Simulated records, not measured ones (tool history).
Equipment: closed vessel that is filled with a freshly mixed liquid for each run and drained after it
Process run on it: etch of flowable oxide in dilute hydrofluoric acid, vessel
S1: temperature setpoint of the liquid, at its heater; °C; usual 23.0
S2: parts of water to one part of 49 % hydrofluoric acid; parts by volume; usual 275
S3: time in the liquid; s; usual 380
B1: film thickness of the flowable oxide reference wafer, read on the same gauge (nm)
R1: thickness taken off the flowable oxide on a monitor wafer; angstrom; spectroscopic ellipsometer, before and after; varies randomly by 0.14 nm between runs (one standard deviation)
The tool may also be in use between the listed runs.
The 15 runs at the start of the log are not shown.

run    hour    S1   S2   S3     B1     R1
 16  1043.9  24.5  380  460  49.96  273.1
 17  1104.8  23.0  275  380  50.00  324.5
     1140.7  -- thermometer replaced
 18  1166.9  20.5  150  480  50.00  807.5
 19  1242.2  23.0  400  500  49.97  271.2
 20  1344.2  23.0  275  380  50.02  337.1
 21  1422.2  23.0  150  450  49.93  822.0
     1476.4  -- hydrofluoric acid flow meter replaced
 22  1484.4  18.0  275  380  49.96  276.1
 23  1583.8  23.0  315  380  49.95  279.9
 24  1628.5  21.0  275  510  49.98  412.7
 25  1691.4  20.5  230  155  50.05  153.2
 26  1765.0  24.5  275  380  50.05  347.4
 27  1825.0  23.0  275  590  50.05  512.7
 28  1932.0  20.0  275  505  50.03  386.9
 29  2005.0  23.0  275  380  50.00  323.3
     2057.3  -- thermometer replaced
 30  2086.8  20.0  345  505  49.99  303.4
 31  2132.1  23.0  170  225  49.98  361.4
 32  2180.8  23.0  390  380  50.02  214.0

Consider 5 possible next runs. They are alternatives, not a sequence: every one starts from the tool as it was left by run 32. What does each give?
  A  2181.6  20.0  275  380   ?   ?
  B  2181.6  21.5  275  225   ?   ?
  C  2181.6  25.0  350  220   ?   ?
  D  2181.6  23.0  150  225   ?   ?
  E  2181.6  19.0  145  275   ?   ?

run     B1     R1
  A  50.01  303.9
  B  50.01  190.1
  C  50.01  153.8
  D  50.01  418.7
  E  50.01  454.3
What these runs would have given with no unlogged condition in the tool:
run     R1
  A  307.4
  B  192.3
  C  155.4
  D  423.8
  E  460.0

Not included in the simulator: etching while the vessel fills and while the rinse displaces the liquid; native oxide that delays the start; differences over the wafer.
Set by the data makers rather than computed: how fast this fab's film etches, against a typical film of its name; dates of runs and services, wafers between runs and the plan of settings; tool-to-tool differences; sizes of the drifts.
